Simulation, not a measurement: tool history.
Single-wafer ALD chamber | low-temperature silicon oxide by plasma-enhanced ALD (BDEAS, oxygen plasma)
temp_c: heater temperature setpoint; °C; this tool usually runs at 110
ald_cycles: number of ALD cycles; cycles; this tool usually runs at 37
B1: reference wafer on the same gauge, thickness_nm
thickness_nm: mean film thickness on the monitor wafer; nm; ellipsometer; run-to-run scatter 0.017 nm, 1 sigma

{"run": 1, "hour": 0.0, "temp_c": 110, "ald_cycles": 37, "B1": 4.273, "thickness_nm": 5.313}
{"run": 2, "hour": 74.0, "temp_c": 110, "ald_cycles": 37, "B1": 4.268, "thickness_nm": 5.338}
{"run": 3, "hour": 130.2, "temp_c": 110, "ald_cycles": 37, "B1": 4.272, "thickness_nm": 5.326}
{"run": 4, "hour": 172.2, "temp_c": 110, "ald_cycles": 37, "B1": 4.276, "thickness_nm": 5.344}
{"run": 5, "hour": 262.8, "temp_c": 110, "ald_cycles": 37, "B1": 4.268, "thickness_nm": 5.349}
{"run": 6, "hour": 300.5, "temp_c": 110, "ald_cycles": 37, "B1": 4.27, "thickness_nm": 5.331}
{"run": 7, "hour": 341.0, "temp_c": 113, "ald_cycles": 34, "B1": 4.278, "thickness_nm": 4.866}
{"run": 8, "hour": 381.5, "temp_c": 113, "ald_cycles": 34, "B1": 4.268, "thickness_nm": 4.864}
{"run": 9, "hour": 430.4, "temp_c": 105, "ald_cycles": 39, "B1": 4.275, "thickness_nm": 5.665}
{"run": 10, "hour": 527.1, "temp_c": 119, "ald_cycles": 42, "B1": 4.263, "thickness_nm": 5.903}
{"hour": 573.6, "done": "thermocouple changed; heater temperature recalibrated"}
{"run": 11, "hour": 628.6, "temp_c": 123, "ald_cycles": 34, "B1": 4.269, "thickness_nm": 4.739}
{"hour": 676.3, "done": "gauge calibrated"}
{"run": 12, "hour": 729.3, "temp_c": 110, "ald_cycles": 37, "B1": 4.27, "thickness_nm": 5.331}
{"run": 13, "hour": 774.6, "temp_c": 99, "ald_cycles": 40, "B1": 4.276, "thickness_nm": 5.886}
{"run": 14, "hour": 872.7, "temp_c": 104, "ald_cycles": 30, "B1": 4.269, "thickness_nm": 4.375}
{"run": 15, "hour": 978.0, "temp_c": 110, "ald_cycles": 39, "B1": 4.271, "thickness_nm": 5.596}
{"run": 16, "hour": 1257.1, "temp_c": 110, "ald_cycles": 41, "B1": 4.268, "thickness_nm": 5.903}

3 ways to go on from here, each from the tool as it stands after run 16. What would each give?
{"run": "A", "hour": 1257.6, "temp_c": 110, "ald_cycles": 40, "B1": "?", "thickness_nm": "?"}
{"run": "B", "hour": 1257.6, "temp_c": 125, "ald_cycles": 40, "B1": "?", "thickness_nm": "?"}
{"run": "C", "hour": 1257.6, "temp_c": 122, "ald_cycles": 41, "B1": "?", "thickness_nm": "?"}

run=A B1=4.267 thickness_nm=5.751
run=B B1=4.267 thickness_nm=5.570
run=C B1=4.267 thickness_nm=5.746
Without the tool's unlogged condition, the same runs would have read:
run=A thickness_nm=5.751
run=B thickness_nm=5.570
run=C thickness_nm=5.746

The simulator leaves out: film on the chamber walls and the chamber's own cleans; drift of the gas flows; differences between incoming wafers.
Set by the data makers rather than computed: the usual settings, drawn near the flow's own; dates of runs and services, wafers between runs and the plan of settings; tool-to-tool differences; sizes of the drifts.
